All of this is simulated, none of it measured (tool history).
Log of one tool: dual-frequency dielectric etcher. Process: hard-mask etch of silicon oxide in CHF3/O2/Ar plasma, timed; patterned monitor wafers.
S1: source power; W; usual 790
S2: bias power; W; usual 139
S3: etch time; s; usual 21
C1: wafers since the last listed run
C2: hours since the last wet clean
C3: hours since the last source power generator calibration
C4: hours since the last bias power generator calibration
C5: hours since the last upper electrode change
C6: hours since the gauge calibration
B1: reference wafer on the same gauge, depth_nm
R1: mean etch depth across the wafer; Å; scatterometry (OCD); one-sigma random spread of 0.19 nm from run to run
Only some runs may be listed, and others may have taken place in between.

run    hour   S1   S2    S3    C1     C2      C3      C4      C5      C6     B1     R1
  1       0  790  139    21     0   13.5  2841.8  1549.1  2885.1  1036.2  35.37  405.2
  2    28.3  790  139    21   433   41.8  2870.1  1577.4  2913.4  1064.5   35.4  404.7
  3    88.4  790  139  24.5   919  101.9  2930.2  1637.5  2973.5  1124.6  35.39  471.7
  4   131.2  790  139  24.5   654  144.7    2973  1680.3  3016.3  1167.4  35.41  475.5
  5   186.7  790  139  24.5   849  200.2  3028.5  1735.8  3071.8  1222.9  35.46    470
  6   253.5  790  139    26  1022    267  3095.3  1802.6  3138.6  1289.7  35.41  509.4
  7   289.2  790  139    26   546  302.7    3131  1838.3  3174.3  1325.4  35.38  507.4
  8   343.7  790  139    26   834  357.2  3185.5  1892.8  3228.8  1379.9  35.43  514.1
  9   381.5  920  139    21   578    395  3223.3  1930.6  3266.6  1417.7  35.39  443.5
 10   440.8  920  139    21   907  454.3  3282.6  1989.9  3325.9    1477  35.39    445
 11   481.6  790  139  22.5   624  495.1  3323.4  2030.7  3366.7  1517.8  35.41  444.7
      543.7  -- wet clean of the chamber
 12   544.2  790  139    21   590    0.5    3386  2093.3  3429.3  1580.4  35.41  408.5
 13   579.4  790  139    21   538   35.7  3421.2  2128.5  3464.5  1615.6  35.34  410.2
 14   618.8  790  139    21   602   75.1  3460.6  2167.9  3503.9    1655  35.42  410.7
 15   686.8  790  139    21  1040  143.1  3528.6  2235.9  3571.9    1723  35.37  411.8
 16   740.1  790  111    21   815  196.4  3581.9  2289.2  3625.2  1776.3   35.4  379.1
 17   779.4  650  127    21   601  235.7  3621.2  2328.5  3664.5  1815.6  35.38  359.1
 18     815  920  139    21   544  271.3  3656.8  2364.1  3700.1  1851.2  35.43  446.9
 19   848.7  860  151  27.5   515    305  3690.5  2397.8  3733.8  1884.9   35.4  581.5
 20   945.6  790  139    21  1482  401.9  3787.4  2494.7  3830.7  1981.8  35.42  417.2
      962.8  -- gauge calibrated
 21   996.2  790  139    21   774  452.5    3838  2545.3  3881.3    33.4   35.4  418.1
     1037.4  -- upper electrode replaced
 22    1060  790  148    24   609  516.3  3901.8  2609.1    22.6    97.2  35.42  492.4
       1119  -- bias power generator calibrated
     1162.6  -- wet clean of the chamber
     1167.7  -- source power generator calibrated
 23  1196.9  790  139  27.5  1605   34.3    29.2    77.9   159.5   234.1  35.44  526.4
 24  1233.5  790  139  24.5   560   70.9    65.8   114.5   196.1   270.7  35.36  465.5
 25  1280.2  720  139    21   714  117.6   112.5   161.2   242.8   317.4  35.38  385.4
 26  1310.8  790  155    18   468  148.2   143.1   191.8   273.4     348  35.41    366
 27  1360.6  790  139    21   762    198   192.9   241.6   323.2   397.8  35.39  405.5
 28  1391.9  710  139    21   478  229.3   224.2   272.9   354.5   429.1  35.42  383.3
 29  1460.2  790  162    21  1045  297.6   292.5   341.2   422.8   497.4  35.39  436.4

Run 30 has not been measured yet. What should we expect?
 30  1508.9  890  164  23  745  346.3  341.2  389.9  471.5  546.1   ?   ?

B1: 35.4
R1: 509.8 Å
Were there no unlogged condition in the tool, this run, its random variation unchanged, would have produced R1 502.8 Å.
